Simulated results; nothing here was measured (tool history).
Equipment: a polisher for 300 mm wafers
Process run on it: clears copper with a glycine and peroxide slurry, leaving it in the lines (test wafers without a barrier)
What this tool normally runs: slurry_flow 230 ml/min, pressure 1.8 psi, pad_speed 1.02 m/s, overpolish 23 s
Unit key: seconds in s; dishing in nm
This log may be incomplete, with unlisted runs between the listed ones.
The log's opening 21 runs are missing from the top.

run,hour,slurry_flow,pressure,pad_speed,overpolish,"incoming thickness of the incoming film, nm",seconds,dishing
22,1474.8,300,1.5,1.02,23,339.4,91.5,49.3
# hour 1529.1: slurry nozzle cleaned
# hour 1541.1: worn pad replaced by a new one
23,1548.8,280,1.6,0.66,23,344.3,108.4,43.3
24,1594,230,2.4,1.36,18,343.8,52,59.9
25,1651.6,230,1.8,0.8,23,342.2,94.4,47.8
26,1730.4,265,1.8,1.02,10,340.2,81.1,28.4
27,1804.9,185,1.5,1.02,31,341,98.1,58
28,1894.7,160,1.4,1.02,23,345.1,104.9,43.6
# hour 1939: worn pad replaced by a new one
29,1939.5,270,2.4,0.9,23,339,66.9,60.8
30,2002.7,155,2,1.02,23,335.7,76.8,54.3

What if the next run were any one of these 3? Each begins from the tool's condition after run 30:
A,2003.2,230,1.8,1.02,17,345.3,?,?
B,2003.2,230,2.2,0.74,23,345.3,?,?
C,2003.2,200,1.8,1.02,16,345.3,?,?

run,seconds,dishing
A,79.8,43.6
B,88.5,51.5
C,81.3,41.1
Stripped of hidden state, with their random variation kept, the same runs would have yielded:
run,seconds,dishing
A,75.1,45.6
B,83.4,53.7
C,76.6,43
